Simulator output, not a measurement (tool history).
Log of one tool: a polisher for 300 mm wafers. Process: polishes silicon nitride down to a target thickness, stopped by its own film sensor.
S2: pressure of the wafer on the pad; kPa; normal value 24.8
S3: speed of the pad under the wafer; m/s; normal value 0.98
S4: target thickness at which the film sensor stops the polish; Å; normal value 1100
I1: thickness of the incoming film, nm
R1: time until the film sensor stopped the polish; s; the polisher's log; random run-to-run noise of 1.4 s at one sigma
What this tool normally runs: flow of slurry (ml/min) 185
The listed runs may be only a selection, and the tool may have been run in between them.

{"run": 1, "day": 0.0, "flow of slurry (ml/min)": 185, "S2": 24.8, "S3": 0.98, "S4": 1100, "I1": 251.6, "R1": 92.2}
{"day": 0.617, "done": "worn pad replaced by a new one"}
{"run": 2, "day": 1.275, "flow of slurry (ml/min)": 185, "S2": 29.0, "S3": 0.98, "S4": 1470, "I1": 252.6, "R1": 58.3}
{"run": 3, "day": 1.883, "flow of slurry (ml/min)": 185, "S2": 29.0, "S3": 0.98, "S4": 1470, "I1": 247.7, "R1": 55.6}
{"run": 4, "day": 2.546, "flow of slurry (ml/min)": 185, "S2": 24.8, "S3": 0.98, "S4": 1100, "I1": 254.1, "R1": 94.2}
{"run": 5, "day": 3.138, "flow of slurry (ml/min)": 185, "S2": 26.9, "S3": 0.98, "S4": 1100, "I1": 251.0, "R1": 86.2}
{"run": 6, "day": 3.471, "flow of slurry (ml/min)": 185, "S2": 26.9, "S3": 0.98, "S4": 1100, "I1": 251.7, "R1": 88.1}
{"run": 7, "day": 3.783, "flow of slurry (ml/min)": 185, "S2": 24.8, "S3": 0.98, "S4": 1490, "I1": 253.3, "R1": 66.7}
{"run": 8, "day": 4.092, "flow of slurry (ml/min)": 185, "S2": 24.8, "S3": 0.98, "S4": 860, "I1": 248.2, "R1": 104.0}
{"run": 9, "day": 4.7, "flow of slurry (ml/min)": 185, "S2": 24.8, "S3": 0.98, "S4": 1100, "I1": 251.3, "R1": 89.9}
{"run": 10, "day": 4.954, "flow of slurry (ml/min)": 185, "S2": 24.8, "S3": 1.08, "S4": 1100, "I1": 251.8, "R1": 83.5}
{"day": 5.283, "done": "worn pad replaced by a new one"}
{"day": 5.35, "done": "slurry nozzle cleaned"}
{"run": 11, "day": 5.362, "flow of slurry (ml/min)": 185, "S2": 24.8, "S3": 1.08, "S4": 1100, "I1": 250.9, "R1": 89.5}
{"run": 12, "day": 5.712, "flow of slurry (ml/min)": 185, "S2": 24.8, "S3": 0.98, "S4": 1100, "I1": 252.0, "R1": 98.5}
{"run": 13, "day": 6.462, "flow of slurry (ml/min)": 185, "S2": 24.8, "S3": 0.98, "S4": 1100, "I1": 246.0, "R1": 95.8}
{"day": 7.0, "done": "worn pad replaced by a new one, repeated, since the last time left the tool worse"}
{"run": 14, "day": 7.021, "flow of slurry (ml/min)": 185, "S2": 24.8, "S3": 0.98, "S4": 1100, "I1": 251.7, "R1": 87.5}
{"run": 15, "day": 7.362, "flow of slurry (ml/min)": 185, "S2": 29.0, "S3": 0.98, "S4": 1470, "I1": 254.4, "R1": 58.7}
{"run": 16, "day": 8.042, "flow of slurry (ml/min)": 140, "S2": 24.8, "S3": 0.74, "S4": 650, "I1": 251.5, "R1": 155.1}
{"run": 17, "day": 8.471, "flow of slurry (ml/min)": 185, "S2": 24.8, "S3": 1.1, "S4": 1100, "I1": 252.3, "R1": 83.2}
{"run": 18, "day": 8.929, "flow of slurry (ml/min)": 185, "S2": 24.8, "S3": 0.98, "S4": 1100, "I1": 247.9, "R1": 86.1}
{"run": 19, "day": 9.383, "flow of slurry (ml/min)": 185, "S2": 24.8, "S3": 0.98, "S4": 900, "I1": 246.7, "R1": 99.4}
{"day": 9.588, "done": "head pressure recalibrated"}
{"run": 20, "day": 9.796, "flow of slurry (ml/min)": 185, "S2": 26.9, "S3": 0.98, "S4": 1100, "I1": 252.9, "R1": 85.5}
{"run": 21, "day": 10.05, "flow of slurry (ml/min)": 225, "S2": 24.8, "S3": 0.98, "S4": 850, "I1": 255.5, "R1": 105.5}

Run 22 comes next. What will it give?
{"run": 22, "day": 10.675, "flow of slurry (ml/min)": 185, "S2": 24.8, "S3": 1.24, "S4": 790, "I1": 250.1, "R1": "?"}

{"run 22": {"R1": 93.2}}
If the tool had no hidden condition, the same run with the same run-to-run variation would have returned R1 87.7 s.
